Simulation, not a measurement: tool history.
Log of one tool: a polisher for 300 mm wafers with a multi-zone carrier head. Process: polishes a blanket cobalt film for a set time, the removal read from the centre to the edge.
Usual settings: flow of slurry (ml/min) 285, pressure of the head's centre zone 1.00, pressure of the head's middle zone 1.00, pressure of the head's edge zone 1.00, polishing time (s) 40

run,hour,flow of slurry (ml/min),pressure of the head's centre zone,pressure of the head's middle zone,pressure of the head's edge zone,polishing time (s),wafers since the last listed run,wafers polished on this pad,hours since the slurry nozzle was cleaned,hours since the centre zone pressure was calibrated,hours since the edge zone pressure was calibrated,hours since the carrier head's membrane was replaced,"incoming thickness of the incoming film, nm",film removed at the wafer's centre (nm),film removed at mid-radius (nm),film removed at the wafer's edge (nm)
1,0.0,285,1.00,1.00,1.00,40,0,6617,17.5,99.9,50.6,708.4,642.4,182.7,182.9,183.7
2,100.0,250,0.97,1.00,1.09,40,1078,7696,117.5,199.9,150.6,808.4,650.0,174.9,178.2,187.1
3,139.0,285,1.12,1.00,1.00,40,420,8116,156.5,238.9,189.6,847.4,645.4,204.4,179.4,180.9
# hour 204.9: worn pad replaced by a new one
4,211.7,255,1.00,1.00,1.00,40,741,72,229.2,311.6,262.3,920.1,642.9,188.3,183.8,189.1
5,261.3,285,1.00,1.00,1.00,40,535,608,278.8,361.2,311.9,969.7,657.0,191.0,190.5,189.4
6,346.8,285,0.94,0.94,1.05,33,922,1530,364.3,446.7,397.4,1055.2,659.6,149.3,146.3,159.8
7,411.3,210,0.96,1.00,1.00,27,695,2226,428.8,511.2,461.9,1119.7,658.1,119.0,120.8,124.1
8,495.8,195,1.00,1.00,1.00,40,911,3138,513.3,595.7,546.4,1204.2,652.7,180.6,179.3,185.3
# hour 567.0: carrier head's membrane replaced by a new one
# hour 633.3: centre zone pressure recalibrated
# hour 656.3: edge zone pressure recalibrated
9,677.1,365,1.00,1.00,0.93,40,1858,4997,694.6,43.8,20.8,110.1,650.7,187.2,184.0,182.1
10,775.3,285,1.00,1.00,1.00,40,1059,6056,792.8,142.0,119.0,208.3,651.2,179.3,178.4,180.1
# hour 828.7: slurry nozzle cleaned
11,908.7,285,1.00,1.00,1.00,40,1428,7484,80.0,275.4,252.4,341.7,638.2,181.1,180.4,184.1
# hour 983.2: worn pad replaced by a new one
12,994.2,205,0.95,0.93,1.00,53,879,119,165.5,360.9,337.9,427.2,644.9,234.9,230.1,252.2
13,1083.2,285,1.00,1.00,1.00,40,960,1079,254.5,449.9,426.9,516.2,645.5,190.1,191.8,189.4
14,1123.0,285,1.00,1.00,1.00,35,429,1508,294.3,489.7,466.7,556.0,642.1,166.1,163.3,166.3
15,1173.3,320,1.00,1.11,1.00,40,542,2051,344.6,540.0,517.0,606.3,656.6,189.7,201.6,193.5
16,1259.1,285,1.00,1.00,1.00,47,925,2977,430.4,625.8,602.8,692.1,649.2,215.3,218.0,216.1
17,1350.6,285,0.95,1.09,1.00,40,987,3964,521.9,717.3,694.3,783.6,656.7,176.4,195.0,183.5
# hour 1386.8: edge zone pressure recalibrated
18,1444.6,360,1.00,1.00,1.05,40,992,4956,615.9,811.3,57.8,877.6,651.7,184.4,181.4,190.8
# hour 1466.2: slurry nozzle cleaned
# hour 1478.7: centre zone pressure recalibrated
19,1516.9,285,0.95,1.00,1.00,40,747,5704,50.7,38.2,130.1,949.9,656.5,176.4,185.8,186.0
20,1602.4,285,1.00,1.00,1.00,26,922,6626,136.2,123.7,215.6,1035.4,655.1,118.2,117.9,119.8
21,1664.4,285,1.00,1.00,1.00,40,668,7295,198.2,185.7,277.6,1097.4,647.5,179.2,179.7,184.3
# hour 1673.6: worn pad replaced by a new one
22,1762.8,285,1.00,0.88,1.00,34,1018,962,296.6,284.1,376.0,1195.8,642.2,160.3,143.3,158.4
23,1827.7,285,1.00,1.00,1.11,40,700,1663,361.5,349.0,440.9,1260.7,641.9,187.6,185.0,191.9

3 ways to go on from here, each from the tool as it stands after run 23. What would each give?
A,1828.1,285,1.00,1.00,1.00,32,4,1667,361.9,349.4,441.3,1261.1,654.7,?,?,?
B,1828.1,285,1.00,1.00,1.07,40,4,1667,361.9,349.4,441.3,1261.1,654.7,?,?,?
C,1828.1,285,0.96,1.00,0.91,29,4,1667,361.9,349.4,441.3,1261.1,654.7,?,?,?

run,film removed at the wafer's centre (nm),film removed at mid-radius (nm),film removed at the wafer's edge (nm)
A,150.7,146.6,150.8
B,188.4,183.3,193.0
C,131.1,132.9,132.4
Without the tool's hidden state the same runs would have given:
run,film removed at the wafer's centre (nm),film removed at mid-radius (nm),film removed at the wafer's edge (nm)
A,154.8,150.3,154.0
B,193.5,187.9,197.1
C,134.7,136.3,135.2

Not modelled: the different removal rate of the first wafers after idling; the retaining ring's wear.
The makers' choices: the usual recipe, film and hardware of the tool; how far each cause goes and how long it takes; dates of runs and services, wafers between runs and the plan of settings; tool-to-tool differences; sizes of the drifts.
